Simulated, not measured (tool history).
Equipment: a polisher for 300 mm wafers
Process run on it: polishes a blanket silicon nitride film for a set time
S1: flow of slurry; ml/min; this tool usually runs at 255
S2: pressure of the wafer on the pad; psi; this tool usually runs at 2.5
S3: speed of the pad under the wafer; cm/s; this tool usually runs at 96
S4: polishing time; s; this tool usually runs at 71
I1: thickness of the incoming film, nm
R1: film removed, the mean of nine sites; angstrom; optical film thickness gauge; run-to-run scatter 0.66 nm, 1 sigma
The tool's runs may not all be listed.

run,day,S1,S2,S3,S4,I1,R1
1,0.000,255,2.5,96,71,581.3,819
# day 1.308: head pressure recalibrated
2,2.742,255,2.5,96,89,579.1,1035
# day 10.475: slurry nozzle cleaned
3,11.312,255,2.5,96,89,597.1,1041
# day 12.979: worn pad replaced by a new one
4,13.058,255,2.5,108,71,587.1,896
5,14.475,255,2.5,96,71,584.2,831
6,15.579,255,2.5,96,71,593.5,833
7,23.417,255,2.5,96,71,594.1,834
8,25.408,210,1.8,96,71,593.4,585
# day 26.517: worn pad replaced by a new one
9,27.521,210,1.8,96,71,584.6,586
# day 28.892: head pressure recalibrated
10,29.388,210,1.8,96,71,586.9,579
11,30.588,255,2.5,96,71,590.4,825
12,32.529,255,2.5,96,71,596.9,834
# day 33.192: slurry nozzle cleaned
13,39.012,255,2.5,96,71,579.4,829
14,41.062,215,2.5,96,71,586.2,808
15,42.471,330,2.9,120,71,592.8,1138
# day 42.942: worn pad replaced by a new one
16,44.154,335,2.5,68,71,583.0,687
17,47.050,200,3.0,108,71,579.1,1050
18,49.162,255,2.5,96,71,599.3,834
19,50.958,255,3.3,96,71,590.3,1098
20,52.204,215,2.2,106,81,594.4,873
# day 52.808: slurry nozzle cleaned
21,54.783,295,3.2,96,88,593.9,1332
22,57.475,255,2.5,96,55,589.8,645
# day 59.625: head pressure recalibrated
# day 59.792: worn pad replaced by a new one
23,60.033,255,1.7,96,95,596.9,745
24,62.792,255,2.5,96,71,599.9,828
25,64.112,255,2.5,76,82,591.7,824
26,66.271,255,2.5,96,71,602.8,822
27,72.788,255,2.1,96,58,584.0,571
28,73.838,210,2.5,118,60,598.0,795
29,75.904,175,2.5,96,93,601.8,1037

State the hidden condition of the tool at each of the runs:
removal rate lost through wear of the pad, %: 0 on each run
slurry flow missing at the pad, %: 0 on each run
deviation of the head's pressure from its setpoint, %: 0 on each run
